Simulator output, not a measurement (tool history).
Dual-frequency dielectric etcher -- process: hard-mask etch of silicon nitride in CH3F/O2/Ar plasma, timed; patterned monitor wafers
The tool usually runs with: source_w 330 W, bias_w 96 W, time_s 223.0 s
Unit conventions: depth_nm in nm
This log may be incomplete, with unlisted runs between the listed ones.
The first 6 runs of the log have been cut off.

| run | day | source_w | bias_w | time_s | read-back reference wafer on the same gauge, depth_nm | depth_nm |
|---|---|---|---|---|---|---|
| 7 | 5.083 | 330 | 96 | 223.0 | 187.0 | 162.9 |
| 8 | 5.808 | 330 | 96 | 223.0 | 187.0 | 162.9 |
| 9 | 6.942 | 330 | 96 | 223.0 | 187.0 | 162.8 |
| 10 | 7.504 | 330 | 103 | 243.0 | 187.0 | 186.5 |
| 11 | 8.112 | 330 | 103 | 243.0 | 187.2 | 186.1 |
| 12 | 9.317 | 330 | 96 | 223.0 | 187.0 | 165.0 |
|  | 10.633 | upper electrode replaced, of another model than before |
|  | 10.917 | wet clean of the chamber |
| 13 | 10.938 | 330 | 96 | 223.0 | 187.2 | 157.4 |
| 14 | 11.304 | 330 | 96 | 223.0 | 187.0 | 159.2 |
| 15 | 13.850 | 330 | 96 | 223.0 | 187.2 | 159.9 |
| 16 | 15.300 | 330 | 96 | 223.0 | 187.1 | 159.5 |
| 17 | 16.592 | 330 | 96 | 223.0 | 187.0 | 160.3 |
|  | 17.458 | source power generator calibrated |
| 18 | 17.642 | 290 | 96 | 175.0 | 187.0 | 121.7 |
| 19 | 19.475 | 330 | 96 | 223.0 | 186.8 | 162.1 |
| 20 | 20.329 | 370 | 84 | 257.0 | 187.0 | 171.4 |
| 21 | 21.354 | 330 | 90 | 287.0 | 187.0 | 200.2 |
|  | 22.021 | bias power generator calibrated |
| 22 | 22.846 | 360 | 82 | 244.0 | 187.1 | 160.0 |
|  | 23.488 | gauge calibrated |
|  | 24.600 | wet clean of the chamber |
| 23 | 24.621 | 380 | 96 | 188.5 | 187.1 | 139.6 |
| 24 | 25.296 | 370 | 75 | 191.5 | 187.2 | 113.5 |
| 25 | 26.579 | 300 | 107 | 259.0 | 186.8 | 196.4 |
| 26 | 27.975 | 330 | 103 | 184.5 | 187.2 | 140.5 |
| 27 | 28.962 | 330 | 82 | 270.0 | 186.8 | 169.8 |
| 28 | 29.808 | 330 | 96 | 161.5 | 186.9 | 116.8 |
| 29 | 30.975 | 330 | 117 | 240.5 | 187.0 | 201.2 |
| 30 | 32.408 | 330 | 96 | 223.0 | 186.8 | 161.5 |

Consider 4 possible next runs. They are alternatives, not a sequence: every one starts from the tool as it was left by run 30. What does each give?
| A | 32.429 | 330 | 96 | 223.0 | ? | ? |
| B | 32.429 | 260 | 81 | 287.0 | ? | ? |
| C | 32.429 | 270 | 117 | 176.5 | ? | ? |
| D | 32.429 | 370 | 107 | 206.0 | ? | ? |

| run | read-back reference wafer on the same gauge, depth_nm | depth_nm |
|---|---|---|
| A | 187.1 | 161.8 |
| B | 187.1 | 168.1 |
| C | 187.1 | 140.7 |
| D | 187.1 | 167.8 |
Without the tool's unlogged condition, the same runs would have read:
| run | depth_nm |
|---|---|
| A | 157.8 |
| B | 164.0 |
| C | 137.3 |
| D | 163.7 |
